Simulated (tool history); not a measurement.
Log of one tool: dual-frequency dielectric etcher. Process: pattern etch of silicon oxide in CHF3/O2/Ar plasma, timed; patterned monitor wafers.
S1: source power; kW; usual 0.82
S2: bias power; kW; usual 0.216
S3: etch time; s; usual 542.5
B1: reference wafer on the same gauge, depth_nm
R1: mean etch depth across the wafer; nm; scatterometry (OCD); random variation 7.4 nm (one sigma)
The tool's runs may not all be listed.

{"run": 1, "hour": 0.0, "S1": 0.82, "S2": 0.216, "S3": 542.5, "B1": 1688.3, "R1": 1464.2}
{"run": 2, "hour": 50.8, "S1": 0.82, "S2": 0.216, "S3": 542.5, "B1": 1690.6, "R1": 1451.6}
{"run": 3, "hour": 83.6, "S1": 0.82, "S2": 0.216, "S3": 542.5, "B1": 1693.5, "R1": 1443}
{"run": 4, "hour": 117.1, "S1": 0.82, "S2": 0.216, "S3": 542.5, "B1": 1692.6, "R1": 1443.6}
{"hour": 128.2, "done": "gauge calibrated"}
{"run": 5, "hour": 161.5, "S1": 0.82, "S2": 0.216, "S3": 542.5, "B1": 1688.7, "R1": 1433.2}
{"run": 6, "hour": 220.4, "S1": 0.82, "S2": 0.216, "S3": 542.5, "B1": 1689.8, "R1": 1427.6}
{"run": 7, "hour": 256.6, "S1": 0.82, "S2": 0.216, "S3": 542.5, "B1": 1687.6, "R1": 1423.5}
{"run": 8, "hour": 314.5, "S1": 0.82, "S2": 0.216, "S3": 542.5, "B1": 1689, "R1": 1411.2}
{"run": 9, "hour": 372.6, "S1": 0.92, "S2": 0.216, "S3": 655, "B1": 1691.5, "R1": 1762.3}
{"run": 10, "hour": 441.6, "S1": 0.92, "S2": 0.216, "S3": 655, "B1": 1688.2, "R1": 1743.4}
{"run": 11, "hour": 468.0, "S1": 0.82, "S2": 0.216, "S3": 670.5, "B1": 1688.8, "R1": 1706}
{"run": 12, "hour": 513.5, "S1": 0.87, "S2": 0.216, "S3": 542.5, "B1": 1689.3, "R1": 1414.3}
{"hour": 547.9, "done": "wet clean of the chamber"}
{"run": 13, "hour": 585.0, "S1": 0.82, "S2": 0.216, "S3": 391.5, "B1": 1688.9, "R1": 1049.8}
{"run": 14, "hour": 622.6, "S1": 0.82, "S2": 0.23, "S3": 542.5, "B1": 1688.3, "R1": 1479.8}

The next listed run, before its measurement:
{"run": 15, "hour": 658.7, "S1": 0.64, "S2": 0.231, "S3": 542.5, "B1": "?", "R1": "?"}

B1: 1688.6
R1: 1326.6 nm
Without the tool's hidden state the same run would have given R1 1342.2 nm.
